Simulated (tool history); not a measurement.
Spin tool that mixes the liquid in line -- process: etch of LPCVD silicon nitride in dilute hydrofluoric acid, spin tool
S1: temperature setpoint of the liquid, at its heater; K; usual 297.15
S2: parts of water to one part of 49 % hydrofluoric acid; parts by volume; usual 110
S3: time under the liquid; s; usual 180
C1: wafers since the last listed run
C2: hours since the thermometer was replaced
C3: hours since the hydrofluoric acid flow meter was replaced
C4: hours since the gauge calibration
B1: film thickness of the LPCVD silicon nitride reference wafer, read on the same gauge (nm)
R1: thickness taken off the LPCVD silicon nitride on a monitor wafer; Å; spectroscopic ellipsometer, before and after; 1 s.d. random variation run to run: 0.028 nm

{"run": 1, "hour": 0.0, "S1": 297.15, "S2": 110, "S3": 180, "C1": 0, "C2": 598.7, "C3": 826.6, "C4": 349.1, "B1": 90.062, "R1": 7.95}
{"run": 2, "hour": 35.5, "S1": 297.15, "S2": 110, "S3": 180, "C1": 299, "C2": 634.2, "C3": 862.1, "C4": 384.6, "B1": 89.974, "R1": 7.79}
{"run": 3, "hour": 106.5, "S1": 297.15, "S2": 110, "S3": 250, "C1": 598, "C2": 705.2, "C3": 933.1, "C4": 455.6, "B1": 90.006, "R1": 10.69}
{"run": 4, "hour": 139.4, "S1": 297.15, "S2": 110, "S3": 180, "C1": 277, "C2": 738.1, "C3": 966, "C4": 488.5, "B1": 90.025, "R1": 7.61}
{"run": 5, "hour": 190.2, "S1": 297.15, "S2": 110, "S3": 180, "C1": 428, "C2": 788.9, "C3": 1016.8, "C4": 539.3, "B1": 90.028, "R1": 7.73}
{"run": 6, "hour": 260.1, "S1": 297.15, "S2": 110, "S3": 180, "C1": 589, "C2": 858.8, "C3": 1086.7, "C4": 609.2, "B1": 90.037, "R1": 7.09}
{"run": 7, "hour": 445.4, "S1": 297.15, "S2": 110, "S3": 180, "C1": 1563, "C2": 1044.1, "C3": 1272, "C4": 794.5, "B1": 89.969, "R1": 7.16}
{"run": 8, "hour": 498.0, "S1": 297.15, "S2": 110, "S3": 180, "C1": 443, "C2": 1096.7, "C3": 1324.6, "C4": 847.1, "B1": 90.017, "R1": 7.4}
{"hour": 512.1, "done": "hydrofluoric acid flow meter replaced"}
{"run": 9, "hour": 561.9, "S1": 295.65, "S2": 110, "S3": 105, "C1": 530, "C2": 1160.6, "C3": 49.8, "C4": 911, "B1": 89.992, "R1": 3.84}
{"run": 10, "hour": 631.9, "S1": 295.65, "S2": 110, "S3": 105, "C1": 590, "C2": 1230.6, "C3": 119.8, "C4": 981, "B1": 90.005, "R1": 3.57}
{"hour": 662.4, "done": "thermometer replaced"}
{"run": 11, "hour": 686.5, "S1": 295.15, "S2": 110, "S3": 180, "C1": 452, "C2": 24.1, "C3": 174.4, "C4": 1035.6, "B1": 89.965, "R1": 7.51}
{"run": 12, "hour": 733.3, "S1": 295.15, "S2": 110, "S3": 180, "C1": 394, "C2": 70.9, "C3": 221.2, "C4": 1082.4, "B1": 90.002, "R1": 7.2}
{"run": 13, "hour": 775.4, "S1": 302.15, "S2": 165, "S3": 85, "C1": 355, "C2": 113, "C3": 263.3, "C4": 1124.5, "B1": 90.033, "R1": 3.45}
{"hour": 791.5, "done": "gauge calibrated"}
{"run": 14, "hour": 836.3, "S1": 295.15, "S2": 65, "S3": 250, "C1": 513, "C2": 173.9, "C3": 324.2, "C4": 44.8, "B1": 89.971, "R1": 15.19}
{"run": 15, "hour": 890.9, "S1": 293.15, "S2": 110, "S3": 180, "C1": 460, "C2": 228.5, "C3": 378.8, "C4": 99.4, "B1": 89.942, "R1": 6.01}
{"run": 16, "hour": 943.4, "S1": 299.65, "S2": 110, "S3": 85, "C1": 442, "C2": 281, "C3": 431.3, "C4": 151.9, "B1": 90.021, "R1": 4.41}
{"run": 17, "hour": 982.8, "S1": 297.15, "S2": 110, "S3": 180, "C1": 332, "C2": 320.4, "C3": 470.7, "C4": 191.3, "B1": 89.982, "R1": 8.05}
{"run": 18, "hour": 1044.7, "S1": 295.15, "S2": 70, "S3": 225, "C1": 522, "C2": 382.3, "C3": 532.6, "C4": 253.2, "B1": 89.993, "R1": 12.73}
{"run": 19, "hour": 1100.6, "S1": 297.15, "S2": 110, "S3": 180, "C1": 471, "C2": 438.2, "C3": 588.5, "C4": 309.1, "B1": 89.983, "R1": 8}
{"run": 20, "hour": 1283.2, "S1": 299.65, "S2": 80, "S3": 230, "C1": 1540, "C2": 620.8, "C3": 771.1, "C4": 491.7, "B1": 90.022, "R1": 16.38}
{"run": 21, "hour": 1351.5, "S1": 297.15, "S2": 80, "S3": 210, "C1": 576, "C2": 689.1, "C3": 839.4, "C4": 560, "B1": 89.963, "R1": 12.74}
{"run": 22, "hour": 1404.6, "S1": 295.65, "S2": 75, "S3": 220, "C1": 447, "C2": 742.2, "C3": 892.5, "C4": 613.1, "B1": 89.989, "R1": 12.23}
{"run": 23, "hour": 1591.1, "S1": 293.65, "S2": 155, "S3": 290, "C1": 1573, "C2": 928.7, "C3": 1079, "C4": 799.6, "B1": 89.974, "R1": 6.54}
{"run": 24, "hour": 1619.3, "S1": 297.15, "S2": 165, "S3": 210, "C1": 237, "C2": 956.9, "C3": 1107.2, "C4": 827.8, "B1": 90.006, "R1": 5.88}
{"run": 25, "hour": 1683.2, "S1": 297.15, "S2": 80, "S3": 75, "C1": 539, "C2": 1020.8, "C3": 1171.1, "C4": 891.7, "B1": 89.993, "R1": 4.09}
{"hour": 1715.4, "done": "hydrofluoric acid flow meter replaced"}
{"run": 26, "hour": 1754.2, "S1": 293.65, "S2": 155, "S3": 290, "C1": 590, "C2": 1091.8, "C3": 38.8, "C4": 962.7, "B1": 89.998, "R1": 6.72}
{"hour": 1765.9, "done": "thermometer replaced"}
{"run": 27, "hour": 1787.6, "S1": 299.15, "S2": 135, "S3": 150, "C1": 273, "C2": 21.7, "C3": 72.2, "C4": 996.1, "B1": 89.995, "R1": 6.39}
{"run": 28, "hour": 1813.9, "S1": 297.15, "S2": 110, "S3": 180, "C1": 221, "C2": 48, "C3": 98.5, "C4": 1022.4, "B1": 90.014, "R1": 7.65}
{"run": 29, "hour": 1878.3, "S1": 297.15, "S2": 75, "S3": 235, "C1": 543, "C2": 112.4, "C3": 162.9, "C4": 1086.8, "B1": 90.01, "R1": 15.33}
{"run": 30, "hour": 1917.0, "S1": 294.65, "S2": 135, "S3": 180, "C1": 326, "C2": 151.1, "C3": 201.6, "C4": 1125.5, "B1": 90.001, "R1": 5.59}
{"run": 31, "hour": 1946.1, "S1": 297.15, "S2": 80, "S3": 180, "C1": 245, "C2": 180.2, "C3": 230.7, "C4": 1154.6, "B1": 90.036, "R1": 10.29}

How the hidden state differs across the entries between the runs, from the last listed run before each to the first after it:
Between runs 8 and 9: hydrofluoric acid flow meter replaced (hour 512.1)
  liquid colder than its thermometer reads (K): 2.39 -> 2.52
  what was measured, less what the result would be without the hidden state, R1: -1.27 -> -0.71 Å
Between runs 10 and 11: thermometer replaced (hour 662.4)
  liquid colder than its thermometer reads (K): 2.66 -> 0.349
  what was measured, less what the result would be without the hidden state, R1: -0.69 -> -0.17 Å
Between runs 13 and 14: gauge calibrated (hour 791.5)
  liquid colder than its thermometer reads (K): 0.527 -> 0.65
  what was measured, less what the result would be without the hidden state, R1: -0.12 -> -0.69 Å
Between runs 25 and 26: hydrofluoric acid flow meter replaced (hour 1715.4)
  liquid colder than its thermometer reads (K): 2.35 -> 2.49
  what was measured, less what the result would be without the hidden state, R1: -0.7 -> -1.23 Å
Between runs 26 and 27: thermometer replaced (hour 1765.9)
  liquid colder than its thermometer reads (K): 2.49 -> 0.206
  what was measured, less what the result would be without the hidden state, R1: -1.23 -> -0.08 Å
